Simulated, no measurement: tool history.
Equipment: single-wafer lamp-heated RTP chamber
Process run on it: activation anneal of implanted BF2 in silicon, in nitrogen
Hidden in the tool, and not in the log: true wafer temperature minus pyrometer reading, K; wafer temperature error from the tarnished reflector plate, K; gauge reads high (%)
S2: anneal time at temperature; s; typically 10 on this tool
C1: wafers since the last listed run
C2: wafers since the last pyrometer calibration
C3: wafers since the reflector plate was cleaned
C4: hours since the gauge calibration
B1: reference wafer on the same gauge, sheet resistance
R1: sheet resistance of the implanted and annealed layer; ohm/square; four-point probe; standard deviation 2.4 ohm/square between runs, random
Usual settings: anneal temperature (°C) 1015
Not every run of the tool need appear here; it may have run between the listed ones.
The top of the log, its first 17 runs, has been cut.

run 18 hour=1525.8 | anneal_temperature_(°C)=1015 S2=10 | C1=667 C2=8128 C3=3468 C4=372.1 | B1=513.44 | R1=519.09
-- hour=1582.6 pyrometer window cleaned and pyrometer calibrated
run 19 hour=1628.9 | anneal_temperature_(°C)=1015 S2=13 | C1=1195 C2=582 C3=4664 C4=475.2 | B1=514.95 | R1=509.41
run 20 hour=1732.0 | anneal_temperature_(°C)=1027 S2=12 | C1=1296 C2=1878 C3=5960 C4=578.3 | B1=514.02 | R1=491.65
-- hour=1869.0 reflector plate cleaned
run 21 hour=1933.2 | anneal_temperature_(°C)=1007 S2=12 | C1=2429 C2=4307 C3=807 C4=779.5 | B1=513.47 | R1=532.63
run 22 hour=2034.0 | anneal_temperature_(°C)=989 S2=5 | C1=1267 C2=5575 C3=2074 C4=880.3 | B1=513.96 | R1=621.16
run 23 hour=2124.1 | anneal_temperature_(°C)=1015 S2=10 | C1=1132 C2=6708 C3=3207 C4=970.4 | B1=513.48 | R1=522.77
-- hour=2137.8 pyrometer window cleaned and pyrometer calibrated
run 24 hour=2222.3 | anneal_temperature_(°C)=995 S2=15 | C1=1134 C2=1062 C3=4341 C4=1068.6 | B1=513.84 | R1=540.57
run 25 hour=2357.1 | anneal_temperature_(°C)=1015 S2=10 | C1=1694 C2=2757 C3=6036 C4=1203.4 | B1=514.61 | R1=518.38
run 26 hour=2398.7 | anneal_temperature_(°C)=1015 S2=12 | C1=523 C2=3280 C3=6559 C4=1245.0 | B1=513.51 | R1=506.84
run 27 hour=2442.0 | anneal_temperature_(°C)=993 S2=5 | C1=544 C2=3825 C3=7104 C4=1288.3 | B1=514.57 | R1=597.81
-- hour=2491.3 reflector plate cleaned
run 28 hour=2516.6 | anneal_temperature_(°C)=1031 S2=10 | C1=837 C2=4662 C3=318 C4=1362.9 | B1=514.48 | R1=498.56
run 29 hour=2604.2 | anneal_temperature_(°C)=1038 S2=10 | C1=1101 C2=5764 C3=1420 C4=1450.5 | B1=514.49 | R1=486.43
run 30 hour=2683.9 | anneal_temperature_(°C)=1015 S2=6 | C1=1002 C2=6766 C3=2422 C4=1530.2 | B1=512.93 | R1=548.07
run 31 hour=2741.2 | anneal_temperature_(°C)=1035 S2=16 | C1=720 C2=7486 C3=3142 C4=1587.5 | B1=514.78 | R1=468.76
run 32 hour=2819.4 | anneal_temperature_(°C)=1026 S2=15 | C1=983 C2=8470 C3=4126 C4=1665.7 | B1=514.09 | R1=479.64
-- hour=2880.5 pyrometer window cleaned and pyrometer calibrated
run 33 hour=2902.1 | anneal_temperature_(°C)=986 S2=7 | C1=939 C2=271 C3=5065 C4=1748.4 | B1=513.91 | R1=609.15
run 34 hour=2939.5 | anneal_temperature_(°C)=1015 S2=10 | C1=470 C2=741 C3=5535 C4=1785.8 | B1=514.47 | R1=517.30
run 35 hour=3045.0 | anneal_temperature_(°C)=1001 S2=7 | C1=1326 C2=2068 C3=6862 C4=1891.3 | B1=514.12 | R1=563.40
run 36 hour=3087.8 | anneal_temperature_(°C)=991 S2=13 | C1=538 C2=2606 C3=7400 C4=1934.1 | B1=512.67 | R1=549.95

Branching from run 36: 4 alternative next runs. What would each branch give?
run A hour=3088.2 | anneal_temperature_(°C)=1015 S2=10 | C1=5 C2=2611 C3=7405 C4=1934.5 | B1=? | R1=?
run B hour=3088.2 | anneal_temperature_(°C)=1003 S2=16 | C1=5 C2=2611 C3=7405 C4=1934.5 | B1=? | R1=?
run C hour=3088.2 | anneal_temperature_(°C)=1044 S2=14 | C1=5 C2=2611 C3=7405 C4=1934.5 | B1=? | R1=?
run D hour=3088.2 | anneal_temperature_(°C)=1037 S2=13 | C1=5 C2=2611 C3=7405 C4=1934.5 | B1=? | R1=?

run=A B1=514.26 R1=513.98
run=B B1=514.26 R1=515.13
run=C B1=514.26 R1=457.96
run=D B1=514.26 R1=469.47
Stripped of hidden state, with their random variation kept, the same runs would have yielded:
run=A R1=528.41
run=B R1=530.71
run=C R1=467.27
run=D R1=479.75
